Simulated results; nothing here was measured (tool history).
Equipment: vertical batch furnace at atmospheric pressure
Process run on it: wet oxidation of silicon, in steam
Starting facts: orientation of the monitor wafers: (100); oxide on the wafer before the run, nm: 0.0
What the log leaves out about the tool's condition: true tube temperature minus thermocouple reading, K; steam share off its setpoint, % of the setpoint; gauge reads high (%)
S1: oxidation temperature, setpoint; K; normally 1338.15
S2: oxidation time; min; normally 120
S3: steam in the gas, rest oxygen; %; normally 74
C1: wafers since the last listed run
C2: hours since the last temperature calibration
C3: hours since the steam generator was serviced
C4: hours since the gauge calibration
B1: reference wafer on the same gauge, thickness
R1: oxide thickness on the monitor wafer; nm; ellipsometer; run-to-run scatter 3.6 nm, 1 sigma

run    hour       S1   S2  S3   C1      C2      C3      C4      B1      R1
  1       0  1331.15  120  74    0   435.4  3288.2  1473.4   942.3  804.77
  2    65.2  1331.15  120  74  601   500.6  3353.4  1538.6  942.47  795.62
  3   119.9  1331.15  120  74  504   555.3  3408.1  1593.3  941.38  801.06
      141.7  -- gauge calibrated
  4   168.3  1338.15  120  74  446   603.7  3456.5    26.6  943.74  827.33
  5   229.1  1338.15  120  74  561   664.5  3517.3    87.4  942.71  831.79
  6   291.6  1338.15   98  74  576     727  3579.8   149.9  943.73  726.76
  7   382.5  1338.15   98  74  839   817.9  3670.7   240.8  943.12   732.5
  8   479.4  1338.15  120  74  894   914.8  3767.6   337.7  942.92  814.55
  9   575.6  1338.15  120  78  888    1011  3863.8   433.9  942.17   848.7
 10   617.4  1338.15  120  64  385  1052.8  3905.6   475.7  942.57  760.76
 11   687.9  1338.15  120  64  650  1123.3  3976.1   546.2  942.01  752.56
 12   767.1  1338.15  120  64  731  1202.5  4055.3   625.4  943.18  752.02
 13   845.1  1338.15  120  74  720  1280.5  4133.3   703.4  942.31  820.46
      924.9  -- steam generator serviced
 14   950.1  1338.15  120  74  747  1385.5    25.2   808.4  943.48  858.71
 15  1011.5  1338.15  120  74  566  1446.9    86.6   869.8  940.92  857.09

Expected results for the next run?
 16  1097.1  1316.15  120  74  790  1532.5  172.2  955.4   ?   ?

Run 16 produced B1 943.07, R1 775.08 nm.
On a tool with no hidden condition, and with the same random variation, this run would have come out at R1 763.11 nm.

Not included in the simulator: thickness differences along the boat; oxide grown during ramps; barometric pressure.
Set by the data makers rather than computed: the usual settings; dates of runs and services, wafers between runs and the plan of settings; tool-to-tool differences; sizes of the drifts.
